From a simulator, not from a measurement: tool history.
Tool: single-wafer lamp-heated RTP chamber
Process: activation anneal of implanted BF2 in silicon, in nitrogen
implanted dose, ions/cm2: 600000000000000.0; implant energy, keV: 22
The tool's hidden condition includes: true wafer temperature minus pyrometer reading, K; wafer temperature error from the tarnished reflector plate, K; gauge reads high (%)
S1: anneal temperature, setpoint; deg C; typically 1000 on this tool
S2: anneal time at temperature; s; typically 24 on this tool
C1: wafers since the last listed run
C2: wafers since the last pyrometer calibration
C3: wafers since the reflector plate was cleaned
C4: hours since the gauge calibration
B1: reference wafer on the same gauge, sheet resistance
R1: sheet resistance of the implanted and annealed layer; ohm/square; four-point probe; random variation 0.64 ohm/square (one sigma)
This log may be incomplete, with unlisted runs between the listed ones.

{"run": 1, "hour": 0.0, "S1": 1000, "S2": 24, "C1": 0, "C2": 3727, "C3": 6140, "C4": 52.7, "B1": 272.06, "R1": 224.9}
{"run": 2, "hour": 38.3, "S1": 1017, "S2": 34, "C1": 393, "C2": 4120, "C3": 6534, "C4": 91.0, "B1": 271.99, "R1": 213.43}
{"run": 3, "hour": 109.3, "S1": 1017, "S2": 34, "C1": 728, "C2": 4849, "C3": 7262, "C4": 162.0, "B1": 271.96, "R1": 212.93}
{"run": 4, "hour": 144.1, "S1": 1000, "S2": 24, "C1": 357, "C2": 5206, "C3": 7620, "C4": 196.8, "B1": 272.03, "R1": 223.09}
{"run": 5, "hour": 174.3, "S1": 1000, "S2": 24, "C1": 310, "C2": 5516, "C3": 7930, "C4": 227.0, "B1": 272.13, "R1": 223.43}
{"run": 6, "hour": 222.8, "S1": 1000, "S2": 24, "C1": 497, "C2": 6014, "C3": 8428, "C4": 275.5, "B1": 272.06, "R1": 222.35}
{"run": 7, "hour": 278.5, "S1": 1000, "S2": 24, "C1": 571, "C2": 6586, "C3": 8999, "C4": 331.2, "B1": 272.06, "R1": 221.9}
{"hour": 312.4, "done": "gauge calibrated"}
{"run": 8, "hour": 339.4, "S1": 1027, "S2": 38, "C1": 625, "C2": 7211, "C3": 9624, "C4": 27.0, "B1": 272.04, "R1": 207.8}
{"hour": 358.0, "done": "reflector plate cleaned"}
{"run": 9, "hour": 371.9, "S1": 1022, "S2": 34, "C1": 251, "C2": 7462, "C3": 142, "C4": 59.5, "B1": 272.11, "R1": 213.13}
{"hour": 392.3, "done": "pyrometer window cleaned and pyrometer calibrated"}
{"run": 10, "hour": 435.7, "S1": 1017, "S2": 29, "C1": 572, "C2": 445, "C3": 715, "C4": 123.3, "B1": 272.03, "R1": 219.96}
{"run": 11, "hour": 471.6, "S1": 1000, "S2": 24, "C1": 368, "C2": 814, "C3": 1083, "C4": 159.2, "B1": 272.08, "R1": 229.33}
{"run": 12, "hour": 516.5, "S1": 1000, "S2": 24, "C1": 460, "C2": 1275, "C3": 1544, "C4": 204.1, "B1": 272.01, "R1": 227.47}
{"run": 13, "hour": 568.7, "S1": 971, "S2": 24, "C1": 535, "C2": 1810, "C3": 2080, "C4": 256.3, "B1": 271.99, "R1": 250.09}
{"run": 14, "hour": 595.3, "S1": 977, "S2": 12, "C1": 273, "C2": 2083, "C3": 2353, "C4": 282.9, "B1": 271.84, "R1": 253.4}

How the hidden state differs across the entries between the runs, from the last listed run before each to the first after it:
Logged between run 7 and run 8: gauge calibrated (hour 312.4)
  true wafer temperature minus pyrometer reading, K: 11.6 -> 11.8; wafer temperature error from the tarnished reflector plate, K: 8.92 -> 10.1
  difference, measured minus the result without the unlogged condition, R1: -10.66 -> -6.22 ohm/square
Logged between run 8 and run 9: reflector plate cleaned (hour 358.0)
  true wafer temperature minus pyrometer reading, K: 11.8 -> 11.9; wafer temperature error from the tarnished reflector plate, K: 10.1 -> 0.882
  difference, measured minus the result without the unlogged condition, R1: -6.22 -> -4.56 ohm/square
Logged between run 9 and run 10: pyrometer window cleaned and pyrometer calibrated (hour 392.3)
  true wafer temperature minus pyrometer reading, K: 11.9 -> 2.44; wafer temperature error from the tarnished reflector plate, K: 0.882 -> 0.942
  difference, measured minus the result without the unlogged condition, R1: -4.56 -> -1.49 ohm/square
